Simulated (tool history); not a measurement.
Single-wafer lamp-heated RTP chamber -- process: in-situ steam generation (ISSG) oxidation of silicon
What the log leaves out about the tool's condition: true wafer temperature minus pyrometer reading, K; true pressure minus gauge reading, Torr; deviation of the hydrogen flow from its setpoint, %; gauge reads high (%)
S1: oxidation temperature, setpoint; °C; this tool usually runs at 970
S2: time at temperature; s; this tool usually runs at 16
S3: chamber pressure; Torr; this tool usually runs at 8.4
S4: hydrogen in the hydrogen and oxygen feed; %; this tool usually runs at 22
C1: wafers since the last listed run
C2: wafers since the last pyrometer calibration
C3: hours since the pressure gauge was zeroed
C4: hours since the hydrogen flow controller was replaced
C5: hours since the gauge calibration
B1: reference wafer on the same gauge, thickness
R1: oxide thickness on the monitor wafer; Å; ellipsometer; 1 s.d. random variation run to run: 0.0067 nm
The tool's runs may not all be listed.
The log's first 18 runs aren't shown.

| run | hour | S1 | S2 | S3 | S4 | C1 | C2 | C3 | C4 | C5 | B1 | R1 |
|---|---|---|---|---|---|---|---|---|---|---|---|---|
| 19 | 266.9 | 956 | 16 | 8.4 | 22 | 75 | 2249 | 48.6 | 4638.2 | 47.9 | 5.031 | 42.99 |
|  | 278.2 | hydrogen flow controller replaced |
| 20 | 278.7 | 970 | 16 | 9.7 | 15 | 22 | 2272 | 60.4 | 0.5 | 59.7 | 5.032 | 40.58 |
| 21 | 288.0 | 970 | 16 | 8.4 | 22 | 56 | 2328 | 69.7 | 9.8 | 69.0 | 5.030 | 45.03 |
|  | 307.2 | pyrometer window cleaned and pyrometer calibrated |
| 22 | 307.7 | 970 | 16 | 7.8 | 22 | 70 | 2 | 89.4 | 29.5 | 88.7 | 5.029 | 44.52 |
| 23 | 313.3 | 970 | 16 | 8.4 | 22 | 33 | 36 | 95.0 | 35.1 | 94.3 | 5.028 | 44.34 |
| 24 | 329.3 | 970 | 16 | 8.4 | 22 | 96 | 133 | 111.0 | 51.1 | 110.3 | 5.030 | 44.58 |
| 25 | 372.1 | 970 | 16 | 8.4 | 31 | 258 | 392 | 153.8 | 93.9 | 153.1 | 5.029 | 48.51 |
| 26 | 378.7 | 970 | 21 | 8.4 | 22 | 39 | 431 | 160.4 | 100.5 | 159.7 | 5.033 | 49.84 |
| 27 | 395.2 | 962 | 16 | 9.5 | 22 | 99 | 531 | 176.9 | 117.0 | 176.2 | 5.030 | 42.86 |
| 28 | 403.3 | 970 | 16 | 8.4 | 22 | 48 | 580 | 185.0 | 125.1 | 184.3 | 5.032 | 44.47 |
| 29 | 410.5 | 970 | 16 | 8.4 | 22 | 43 | 624 | 192.2 | 132.3 | 191.5 | 5.030 | 44.63 |
| 30 | 425.5 | 970 | 13 | 7.6 | 22 | 90 | 714 | 207.2 | 147.3 | 206.5 | 5.028 | 41.07 |
| 31 | 440.5 | 959 | 18 | 7.2 | 26 | 90 | 805 | 222.2 | 162.3 | 221.5 | 5.029 | 47.13 |
| 32 | 448.7 | 970 | 16 | 8.4 | 22 | 49 | 854 | 230.4 | 170.5 | 229.7 | 5.030 | 44.47 |

Consider 3 possible next runs. They are alternatives, not a sequence: every one starts from the tool as it was left by run 32. What does each give?
| A | 449.1 | 970 | 16 | 8.4 | 22 | 2 | 857 | 230.8 | 170.9 | 230.1 | ? | ? |
| B | 449.1 | 970 | 14 | 7.9 | 22 | 2 | 857 | 230.8 | 170.9 | 230.1 | ? | ? |
| C | 449.1 | 986 | 10 | 7.0 | 15 | 2 | 857 | 230.8 | 170.9 | 230.1 | ? | ? |

| run | B1 | R1 |
|---|---|---|
| A | 5.030 | 44.45 |
| B | 5.030 | 42.21 |
| C | 5.030 | 34.88 |
With the hidden condition removed and each run's random variation left untouched, the same runs would have given:
| run | R1 |
|---|---|
| A | 44.32 |
| B | 42.09 |
| C | 34.78 |

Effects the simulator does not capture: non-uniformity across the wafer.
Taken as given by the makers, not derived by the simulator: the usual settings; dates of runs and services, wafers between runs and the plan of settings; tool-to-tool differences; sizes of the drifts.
